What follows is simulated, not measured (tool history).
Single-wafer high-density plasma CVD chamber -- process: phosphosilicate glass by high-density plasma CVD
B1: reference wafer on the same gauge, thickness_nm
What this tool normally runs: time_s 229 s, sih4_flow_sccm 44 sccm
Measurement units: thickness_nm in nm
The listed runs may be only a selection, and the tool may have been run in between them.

run 1 day=0 | time_s=211 sih4_flow_sccm=46 | B1=819.757 | thickness_nm=958.997
run 2 day=7.888 | time_s=211 sih4_flow_sccm=46 | B1=819.68 | thickness_nm=956.159
-- day=10.675 gauge calibrated
run 3 day=11.192 | time_s=211 sih4_flow_sccm=46 | B1=819.766 | thickness_nm=958.284
run 4 day=14.283 | time_s=199 sih4_flow_sccm=44 | B1=820.31 | thickness_nm=864.954
run 5 day=18.104 | time_s=229 sih4_flow_sccm=44 | B1=820.59 | thickness_nm=992.276
run 6 day=21.971 | time_s=229 sih4_flow_sccm=44 | B1=820.583 | thickness_nm=1000.248
run 7 day=24.05 | time_s=229 sih4_flow_sccm=44 | B1=819.852 | thickness_nm=996.931
run 8 day=25.571 | time_s=254 sih4_flow_sccm=39 | B1=820.019 | thickness_nm=992.049
run 9 day=28.1 | time_s=250 sih4_flow_sccm=44 | B1=819.872 | thickness_nm=1088.717
run 10 day=31.938 | time_s=250 sih4_flow_sccm=44 | B1=819.784 | thickness_nm=1088.94
run 11 day=33.579 | time_s=250 sih4_flow_sccm=44 | B1=820.221 | thickness_nm=1087.418
run 12 day=35.442 | time_s=275 sih4_flow_sccm=48 | B1=820.047 | thickness_nm=1295.177
run 13 day=37.458 | time_s=229 sih4_flow_sccm=44 | B1=819.765 | thickness_nm=996.079
run 14 day=39.775 | time_s=257 sih4_flow_sccm=35 | B1=819.712 | thickness_nm=915.247
run 15 day=44.142 | time_s=266 sih4_flow_sccm=50 | B1=819.979 | thickness_nm=1298.18
-- day=44.679 gauge calibrated
-- day=46.3 silane flow controller replaced
run 16 day=48.046 | time_s=260 sih4_flow_sccm=50 | B1=819.834 | thickness_nm=1302.335
run 17 day=49.775 | time_s=250 sih4_flow_sccm=36 | B1=819.866 | thickness_nm=931.727
run 18 day=51.6 | time_s=243 sih4_flow_sccm=44 | B1=820.078 | thickness_nm=1083.045
run 19 day=54.579 | time_s=260 sih4_flow_sccm=51 | B1=819.833 | thickness_nm=1322.031
run 20 day=58.408 | time_s=229 sih4_flow_sccm=40 | B1=819.718 | thickness_nm=935.528
run 21 day=60.45 | time_s=191 sih4_flow_sccm=39 | B1=820.055 | thickness_nm=760.699
run 22 day=63.75 | time_s=204 sih4_flow_sccm=38 | B1=819.892 | thickness_nm=795.153
run 23 day=67.512 | time_s=229 sih4_flow_sccm=44 | B1=819.67 | thickness_nm=1015.772

How would selected steps in thickness_nm from run to run divide? Give the signed amount a tool lacking its hidden state would still show from settings, what came in and random variation, and the signed amount left for the hidden state, including any gauge scatter that is not in both of the compared results.
Hidden state present: delivered silane flow above the setpoint (%); gauge reads high (%).
Run 14 -> 15: time_s 257 -> 266, sih4_flow_sccm 35 -> 50. thickness_nm +382.933 nm: hidden state -9.016, all else +391.949.
Run 15 -> 16: time_s 266 -> 260, gauge calibrated, silane flow controller replaced. thickness_nm +4.155 nm: hidden state +33.121, all else -28.966.
Run 19 -> 20: time_s 260 -> 229, sih4_flow_sccm 51 -> 40. thickness_nm -386.503 nm: hidden state -1.095, all else -385.408.

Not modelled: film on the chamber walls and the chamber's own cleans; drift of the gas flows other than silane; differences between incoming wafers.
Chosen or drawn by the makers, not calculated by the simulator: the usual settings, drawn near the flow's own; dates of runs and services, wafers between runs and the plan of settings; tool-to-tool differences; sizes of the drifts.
